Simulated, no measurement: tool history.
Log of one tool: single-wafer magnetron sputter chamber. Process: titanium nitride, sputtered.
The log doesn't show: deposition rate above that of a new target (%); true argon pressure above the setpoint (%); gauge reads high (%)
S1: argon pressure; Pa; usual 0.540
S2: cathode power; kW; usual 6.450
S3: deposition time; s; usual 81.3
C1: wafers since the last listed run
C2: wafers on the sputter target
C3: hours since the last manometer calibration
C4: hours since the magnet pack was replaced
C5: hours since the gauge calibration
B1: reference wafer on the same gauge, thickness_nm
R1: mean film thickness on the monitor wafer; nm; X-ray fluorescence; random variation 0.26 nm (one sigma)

run    hour     S1     S2    S3    C1    C2      C3      C4     C5      B1      R1
  1     0.0  0.540  7.650  81.3     0  2979  2114.5  3815.5  638.6  73.900  81.929
  2   104.4  0.540  6.450  81.3  1332  4312  2218.9  3919.9  743.0  74.037  72.916
      156.5  -- sputter target and shields replaced
  3   201.5  0.653  6.450  81.3  1136   573  2316.0  4017.0  840.1  74.100  70.208
  4   238.6  0.653  6.450  81.3   473  1047  2353.1  4054.1  877.2  73.948  69.644
      391.6  -- gauge calibrated
      526.6  -- sputter target and shields replaced
  5   541.2  0.540  6.450  81.3  3759   186  2655.7  4356.7  149.6  74.072  74.818
      559.7  -- capacitance manometer re-zeroed and calibrated
  6   645.6  0.540  6.450  81.3  1230  1416    85.9  4461.1  254.0  74.022  75.406
  7   715.5  0.540  6.450  81.3   891  2308   155.8  4531.0  323.9  74.083  74.901
  8   792.1  0.659  5.300  75.4   977  3285   232.4  4607.6  400.5  73.993  58.447
  9   897.3  0.540  7.400  81.3  1342  4628   337.6  4712.8  505.7  74.081  81.122
      943.6  -- magnet pack replaced
 10   977.7  0.417  7.100  69.6   923  5552   418.0    34.1  586.1  73.928  71.022
      993.1  -- sputter target and shields replaced
 11  1058.8  0.540  6.450  81.3   932   838   499.1   115.2  667.2  73.977  75.452
 12  1121.6  0.454  6.450  89.4   801  1640   561.9   178.0  730.0  73.990  85.402
 13  1199.1  0.649  6.900  81.3   988  2629   639.4   255.5  807.5  74.013  73.394
 14  1235.8  0.465  5.750  90.5   468  3097   676.1   292.2  844.2  73.949  79.269

4 ways to go on from here, each from the tool as it stands after run 14. What would each give?
  A  1236.2  0.540  6.450  81.3   5  3102  676.5  292.6  844.6   ?   ?
  B  1236.2  0.479  5.800  92.5   5  3102  676.5  292.6  844.6   ?   ?
  C  1236.2  0.466  7.400  69.4   5  3102  676.5  292.6  844.6   ?   ?
  D  1236.2  0.452  7.900  81.3   5  3102  676.5  292.6  844.6   ?   ?

run      B1      R1
  A  73.966  74.136
  B  73.966  81.135
  C  73.966  71.749
  D  73.966  88.478
Without the tool's hidden state the same runs would have given:
run      R1
  A  78.203
  B  85.355
  C  75.437
  D  92.967
